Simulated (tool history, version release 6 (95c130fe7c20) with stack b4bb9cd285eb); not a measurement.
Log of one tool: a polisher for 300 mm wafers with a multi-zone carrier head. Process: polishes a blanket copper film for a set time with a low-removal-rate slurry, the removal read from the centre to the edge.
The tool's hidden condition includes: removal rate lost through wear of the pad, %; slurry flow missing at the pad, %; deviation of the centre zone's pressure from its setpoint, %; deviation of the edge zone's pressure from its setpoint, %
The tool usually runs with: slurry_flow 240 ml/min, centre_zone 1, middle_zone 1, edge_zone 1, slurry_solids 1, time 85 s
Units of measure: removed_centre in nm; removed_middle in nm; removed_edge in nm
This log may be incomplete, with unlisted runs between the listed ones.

run,hour,slurry_flow,centre_zone,middle_zone,edge_zone,slurry_solids,time,wafers since the last listed run,wafers polished on this pad,hours since the slurry nozzle was cleaned,hours since the centre zone pressure was calibrated,hours since the edge zone pressure was calibrated,hours since the carrier head's membrane was replaced,"incoming thickness of the incoming film, nm",removed_centre,removed_middle,removed_edge
1,0,240,1,1.11,1,1,85,0,234,31.9,48.4,130.4,103.7,861.7,271,307.2,281
2,9.2,240,1,1,1,1,85,108,342,41.1,57.6,139.6,112.9,880,272.2,276.9,279
3,18.2,280,1.07,0.97,1.11,1,85,105,448,50.1,66.6,148.6,121.9,872.5,297.1,279.1,293.7
4,26.5,240,1,1,1,1.2,97,97,545,58.4,74.9,156.9,130.2,873.4,325.8,332.2,325.8
5,33.2,240,1,0.94,0.9,1,85,78,624,65.1,81.6,163.6,136.9,876.6,266.6,267.6,263
6,39.4,240,1,1,0.88,1,105,72,697,71.3,87.8,169.8,143.1,883,327.9,337.2,322.2
7,51,240,1.07,1,1,0.9,85,136,833,82.9,99.4,181.4,154.7,879.1,278.3,268.5,268.3
8,67.8,240,1,1,1,1,85,197,1031,99.7,116.2,198.2,171.5,871.5,261.4,268.3,272.1
9,76.3,240,1,1,1,1,85,99,1130,108.2,124.7,206.7,180,859.9,259.4,270.7,263.7
10,89.7,240,1,1,1.11,1.2,74,157,1288,121.6,138.1,220.1,193.4,861.1,227.9,238.7,249.5
# hour 99.8: worn pad replaced by a new one
11,104.7,240,1,1,1,1,85,129,57,136.6,153.1,235.1,208.4,867.4,274.6,283.7,273.8
12,119.5,240,1,1,1,1,85,173,231,151.4,167.9,249.9,223.2,876,272.4,279.4,276.2
13,127.8,220,1.05,1.07,0.94,1,85,97,328,159.7,176.2,258.2,231.5,853.2,283.6,287,268.5
14,141.9,240,1,0.9,1,1,85,165,494,173.8,190.3,272.3,245.6,878.4,270.6,261.1,276.1
15,174,320,1,1,1,1,85,377,871,205.9,222.4,304.4,277.7,865.9,271.7,280.6,275.1
16,189.6,240,1,1,1,1,85,183,1055,221.5,238,320,293.3,870.2,256.6,265,267.5
17,204.8,240,1,1.08,1,1,85,178,1233,236.7,253.2,335.2,308.5,868.5,252.1,274.7,253.1
18,217.4,240,1,1,1.08,1,70,148,1381,249.3,265.8,347.8,321.1,861.3,208.6,216.1,215.2
# hour 225.7: worn pad replaced by a new one
# hour 232.2: slurry nozzle cleaned
19,233.3,240,1,1,1,1,85,128,77,1.1,281.7,363.7,337,865.1,271.5,283.8,278.2
20,242.9,240,1,1,1,1,106,112,190,10.7,291.3,373.3,346.6,853.8,337.9,352,339.2
21,260.3,240,0.95,1,1,1,85,204,394,28.1,308.7,390.7,364,861.8,258.2,279.9,275.9
22,277.3,240,1,1,1,1,85,199,594,45.1,325.7,407.7,381,875.9,266.9,277.6,277.5

Subtracting, for every run, the result it would have given without the tool's unlogged condition from the measured result gives the following. The same run-to-run variation enters both numbers; the gauge's scatter may not:
run,removed_centre,removed_middle,removed_edge
1,-0.7,-0.8,-0.7
2,-1.4,-1.4,-1.4
3,-2.6,-2.5,-2.6
4,-4.1,-4.2,-4.2
5,-4.4,-4.4,-4.4
6,-6.9,-7.1,-6.7
7,-8.3,-8.1,-8.1
8,-12.2,-12.4,-12.7
9,-14.7,-15.3,-14.9
10,-16.9,-17.8,-18.6
11,-2.3,-2.4,-2.3
12,-2.8,-2.9,-2.9
13,-3.6,-3.7,-3.4
14,-5.1,-4.8,-5.1
15,-11.3,-11.6,-11.4
16,-14.8,-15.2,-15.4
17,-19.4,-21.1,-19.5
18,-20,-20.8,-20.6
19,-1.9,-2,-2
20,-2.9,-3,-2.9
21,-3.5,-3.9,-3.8
22,-6.1,-6.3,-6.2

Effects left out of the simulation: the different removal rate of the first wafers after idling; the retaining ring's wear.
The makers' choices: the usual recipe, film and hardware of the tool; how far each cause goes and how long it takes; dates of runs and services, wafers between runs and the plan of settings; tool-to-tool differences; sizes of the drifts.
